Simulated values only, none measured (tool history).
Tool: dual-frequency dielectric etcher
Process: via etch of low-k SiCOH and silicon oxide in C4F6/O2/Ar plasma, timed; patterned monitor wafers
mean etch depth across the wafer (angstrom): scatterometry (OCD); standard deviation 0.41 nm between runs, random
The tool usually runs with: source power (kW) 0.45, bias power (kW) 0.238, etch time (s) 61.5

| run | hour | source power (kW) | bias power (kW) | etch time (s) | wafers since the last listed run | hours since the last wet clean | hours since the last source power generator calibration | hours since the last bias power generator calibration | hours since the last upper electrode change | hours since the gauge calibration | read-back reference wafer on the same gauge, depth_nm | mean etch depth across the wafer (angstrom) |
|---|---|---|---|---|---|---|---|---|---|---|---|---|
| 1 | 0 | 0.53 | 0.238 | 61.5 | 0 | 34.4 | 578.6 | 1688.2 | 3809.5 | 213.3 | 181.9 | 2138 |
| 2 | 67.3 | 0.53 | 0.238 | 61.5 | 601 | 101.7 | 645.9 | 1755.5 | 3876.8 | 280.6 | 181.9 | 2127 |
| 3 | 93.2 | 0.53 | 0.238 | 61.5 | 231 | 127.6 | 671.8 | 1781.4 | 3902.7 | 306.5 | 182 | 2136 |
| 4 | 145 | 0.45 | 0.238 | 61.5 | 463 | 179.4 | 723.6 | 1833.2 | 3954.5 | 358.3 | 182 | 2008 |
| 5 | 183.1 | 0.45 | 0.238 | 61.5 | 340 | 217.5 | 761.7 | 1871.3 | 3992.6 | 396.4 | 182.1 | 2025 |
| 6 | 253 | 0.41 | 0.195 | 61.5 | 625 | 287.4 | 831.6 | 1941.2 | 4062.5 | 466.3 | 182 | 1790 |
| 7 | 277.2 | 0.41 | 0.195 | 61.5 | 216 | 311.6 | 855.8 | 1965.4 | 4086.7 | 490.5 | 181.9 | 1795 |
| 8 | 320.3 | 0.45 | 0.238 | 61.5 | 385 | 354.7 | 898.9 | 2008.5 | 4129.8 | 533.6 | 182.1 | 2020 |
| 9 | 355.6 | 0.45 | 0.238 | 61.5 | 315 | 390 | 934.2 | 2043.8 | 4165.1 | 568.9 | 182 | 2013 |
| 10 | 415.1 | 0.45 | 0.238 | 61.5 | 532 | 449.5 | 993.7 | 2103.3 | 4224.6 | 628.4 | 182 | 2020 |
|  | 481.3 | wet clean of the chamber |
| 11 | 481.8 | 0.49 | 0.238 | 61.5 | 381 | 0.5 | 1060.4 | 2170 | 4291.3 | 695.1 | 182.1 | 2079 |
| 12 | 523.6 | 0.49 | 0.238 | 61.5 | 373 | 42.3 | 1102.2 | 2211.8 | 4333.1 | 736.9 | 182 | 2081 |
| 13 | 574.3 | 0.49 | 0.238 | 61.5 | 453 | 93 | 1152.9 | 2262.5 | 4383.8 | 787.6 | 182.1 | 2078 |
| 14 | 775.9 | 0.49 | 0.207 | 61.5 | 1802 | 294.6 | 1354.5 | 2464.1 | 4585.4 | 989.2 | 182 | 1958 |
| 15 | 847.7 | 0.5 | 0.238 | 56.5 | 642 | 366.4 | 1426.3 | 2535.9 | 4657.2 | 1061 | 181.9 | 1924 |
| 16 | 884.7 | 0.39 | 0.238 | 48 | 330 | 403.4 | 1463.3 | 2572.9 | 4694.2 | 1098 | 182 | 1504 |
|  | 953.6 | wet clean of the chamber |
| 17 | 954.1 | 0.35 | 0.18 | 77 | 406 | 0.5 | 1532.7 | 2642.3 | 4763.6 | 1167.4 | 182 | 2065 |
| 18 | 990.4 | 0.45 | 0.238 | 61.5 | 324 | 36.8 | 1569 | 2678.6 | 4799.9 | 1203.7 | 182 | 2028 |
|  | 1056.1 | upper electrode replaced |
| 19 | 1056.6 | 0.37 | 0.278 | 75 | 377 | 103 | 1635.2 | 2744.8 | 0.5 | 1269.9 | 182.1 | 2464 |
| 20 | 1087.7 | 0.45 | 0.206 | 61.5 | 278 | 134.1 | 1666.3 | 2775.9 | 31.6 | 1301 | 182 | 1897 |
|  | 1143.5 | gauge calibrated |
|  | 1165.6 | bias power generator calibrated |
|  | 1172.7 | source power generator calibrated |
| 21 | 1273 | 0.37 | 0.262 | 47.5 | 1585 | 319.4 | 100.3 | 107.4 | 216.9 | 129.5 | 182 | 1490 |
| 22 | 1332.9 | 0.45 | 0.284 | 61.5 | 535 | 379.3 | 160.2 | 167.3 | 276.8 | 189.4 | 182 | 2135 |
| 23 | 1367.6 | 0.45 | 0.238 | 61.5 | 310 | 414 | 194.9 | 202 | 311.5 | 224.1 | 181.9 | 1979 |
|  | 1393.7 | wet clean of the chamber |
| 24 | 1394.2 | 0.49 | 0.238 | 61.5 | 23 | 0.5 | 221.5 | 228.6 | 338.1 | 250.7 | 182 | 2035 |
| 25 | 1461.2 | 0.49 | 0.278 | 61.5 | 599 | 67.5 | 288.5 | 295.6 | 405.1 | 317.7 | 182 | 2178 |
| 26 | 1498.3 | 0.34 | 0.185 | 46.5 | 331 | 104.6 | 325.6 | 332.7 | 442.2 | 354.8 | 182 | 1218 |
| 27 | 1559.2 | 0.49 | 0.238 | 45.5 | 544 | 165.5 | 386.5 | 393.6 | 503.1 | 415.7 | 182 | 1520 |
| 28 | 1585.2 | 0.37 | 0.213 | 61.5 | 232 | 191.5 | 412.5 | 419.6 | 529.1 | 441.7 | 182 | 1774 |
| 29 | 1614.3 | 0.49 | 0.278 | 61.5 | 260 | 220.6 | 441.6 | 448.7 | 558.2 | 470.8 | 182.1 | 2189 |

The same runs without the tool's hidden state, with the same run-to-run variation:
Hidden state at play: etch rate over this chamber's usual, %; source power that arrives over what is set, %; bias power that arrives over what is set, %; gauge reads high (%).
| run | mean etch depth across the wafer (angstrom) |
|---|---|
| 1 | 2097 |
| 2 | 2086 |
| 3 | 2095 |
| 4 | 1969 |
| 5 | 1985 |
| 6 | 1756 |
| 7 | 1760 |
| 8 | 1979 |
| 9 | 1973 |
| 10 | 1979 |
| 11 | 2037 |
| 12 | 2039 |
| 13 | 2035 |
| 14 | 1919 |
| 15 | 1883 |
| 16 | 1472 |
| 17 | 2023 |
| 18 | 1985 |
| 19 | 2408 |
| 20 | 1857 |
| 21 | 1490 |
| 22 | 2132 |
| 23 | 1975 |
| 24 | 2030 |
| 25 | 2170 |
| 26 | 1213 |
| 27 | 1512 |
| 28 | 1764 |
| 29 | 2176 |
